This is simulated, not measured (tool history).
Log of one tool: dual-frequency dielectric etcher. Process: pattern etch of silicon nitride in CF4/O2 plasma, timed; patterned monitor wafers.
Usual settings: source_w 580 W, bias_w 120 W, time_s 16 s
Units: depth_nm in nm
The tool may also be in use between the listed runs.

run	hour	source_w	bias_w	time_s	read-back reference wafer on the same gauge, depth_nm	depth_nm
1	0	580	120	16	38.1	34.23
2	10.8	580	120	16	38.11	34.18
3	21.7	580	120	16	38.1	34.18
4	36.2	670	120	16	38.1	37.83
5	50.3	670	120	16	38.1	37.72
6	56.5	670	120	16	38.09	37.71
7	74.1	580	120	16	38.12	33.97
8	92	580	120	16	38.1	34.01
# hour 136.7: gauge calibrated
9	140.8	580	120	16	38.09	33.97
# hour 151.4: bias power generator calibrated
# hour 175.8: source power generator calibrated
# hour 180.3: upper electrode replaced
# hour 197.2: wet clean of the chamber
10	197.7	580	120	16	38.1	33.32
11	202.5	580	131	16	38.1	33.99
12	208.9	580	120	16	38.1	33.23
13	220.4	700	120	17.5	38.09	41.5
14	231.7	580	120	16	38.12	33.21
15	262.6	500	148	16	38.08	31.86
16	271.7	580	109	11.5	38.1	23.37
17	284	580	120	16	38.08	33.28
18	320.8	530	139	16	38.1	32.52
19	327	580	129	11	38.11	23.34

Forecast each of these 3 alternatives for the next run:
A	327.4	580	120	16	?	?
B	327.4	500	120	16	?	?
C	327.4	680	91	14.5	?	?

run	read-back reference wafer on the same gauge, depth_nm	depth_nm
A	38.1	33.28
B	38.1	30.13
C	38.1	31.53
Without the tool's hidden state the same runs would have given:
run	depth_nm
A	33.39
B	30.23
C	31.63
